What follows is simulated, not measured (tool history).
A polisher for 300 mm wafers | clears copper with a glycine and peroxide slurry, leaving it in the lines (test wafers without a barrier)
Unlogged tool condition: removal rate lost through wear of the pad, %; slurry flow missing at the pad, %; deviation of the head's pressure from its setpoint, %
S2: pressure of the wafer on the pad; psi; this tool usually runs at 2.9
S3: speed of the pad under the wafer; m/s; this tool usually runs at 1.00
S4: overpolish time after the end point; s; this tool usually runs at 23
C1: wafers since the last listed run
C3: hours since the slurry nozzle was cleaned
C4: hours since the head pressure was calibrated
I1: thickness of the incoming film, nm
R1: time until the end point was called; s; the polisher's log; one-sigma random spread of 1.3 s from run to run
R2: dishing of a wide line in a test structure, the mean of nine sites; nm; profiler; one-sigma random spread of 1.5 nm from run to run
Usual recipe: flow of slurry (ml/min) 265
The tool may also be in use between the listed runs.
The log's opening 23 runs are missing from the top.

Run 24, day 14.112: usual settings; C1 92; wafers polished on this pad 184; C3 166.0; C4 167.3; I1 707.9. Result: R1 110.3 s, R2 78.8 nm.
Run 25, day 14.754: usual settings but flow of slurry (ml/min) 175, S3 0.68 m/s; C1 93; wafers polished on this pad 278; C3 181.4; C4 182.7; I1 707.9. Result: R1 169.6 s, R2 59.7 nm.
Run 26, day 15.054: usual settings but S3 1.22 m/s, S4 17 s; C1 43; wafers polished on this pad 322; C3 188.6; C4 189.9; I1 716.6. Result: R1 97.4 s, R2 71.9 nm.
At day 15.204: slurry nozzle cleaned.
Run 27, day 15.675: usual settings but flow of slurry (ml/min) 240, S2 2.4 psi, S3 0.82 m/s, S4 34 s; C1 84; wafers polished on this pad 406; C3 11.3; C4 204.8; I1 700.1. Result: R1 147.6 s, R2 85.6 nm.
At day 17.154: worn pad replaced by a new one.
Run 28, day 17.688: usual settings but S4 9 s; C1 269; wafers polished on this pad 77; C3 59.6; C4 253.1; I1 723.7. Result: R1 113.4 s, R2 38.9 nm.
Run 29, day 18.012: usual settings but flow of slurry (ml/min) 300; C1 47; wafers polished on this pad 125; C3 67.4; C4 260.9; I1 723.7. Result: R1 111.4 s, R2 82.0 nm.
Run 30, day 18.358: usual settings; C1 50; wafers polished on this pad 175; C3 75.7; C4 269.2; I1 712.4. Result: R1 108.0 s, R2 81.6 nm.
Run 31, day 19.783: usual settings but S4 29 s; C1 207; wafers polished on this pad 383; C3 109.9; C4 303.4; I1 710.7. Result: R1 114.9 s, R2 94.7 nm.
Run 32, day 20.154: usual settings but S3 0.70 m/s; C1 54; wafers polished on this pad 437; C3 118.8; C4 312.3; I1 713.6. Result: R1 151.0 s, R2 65.7 nm.
Run 33, day 20.762: usual settings but flow of slurry (ml/min) 300, S2 3.2 psi; C1 88; wafers polished on this pad 526; C3 133.4; C4 326.9; I1 722.9. Result: R1 104.9 s, R2 86.4 nm.

Below are 3 alternative next runs, each starting from the tool's condition after run 33. Predict each:
Run A, day 20.783: usual settings but flow of slurry (ml/min) 175; C1 3; wafers polished on this pad 529; C3 133.9; C4 327.4; I1 711.9. Result: R1 ?, R2 ?.
Run B, day 20.783: usual settings but S2 2.6 psi, S3 1.30 m/s, S4 10 s; C1 3; wafers polished on this pad 529; C3 133.9; C4 327.4; I1 711.9. Result: R1 ?, R2 ?.
Run C, day 20.783: usual settings but S3 0.86 m/s, S4 27 s; C1 3; wafers polished on this pad 529; C3 133.9; C4 327.4; I1 711.9. Result: R1 ?, R2 ?.

run     R1    R2
  A  117.6  79.9
  B   96.7  47.9
  C  125.8  85.9
With no hidden state in the tool, these same runs would have given:
run     R1    R2
  A  112.6  82.4
  B   93.7  49.1
  C  121.9  87.8

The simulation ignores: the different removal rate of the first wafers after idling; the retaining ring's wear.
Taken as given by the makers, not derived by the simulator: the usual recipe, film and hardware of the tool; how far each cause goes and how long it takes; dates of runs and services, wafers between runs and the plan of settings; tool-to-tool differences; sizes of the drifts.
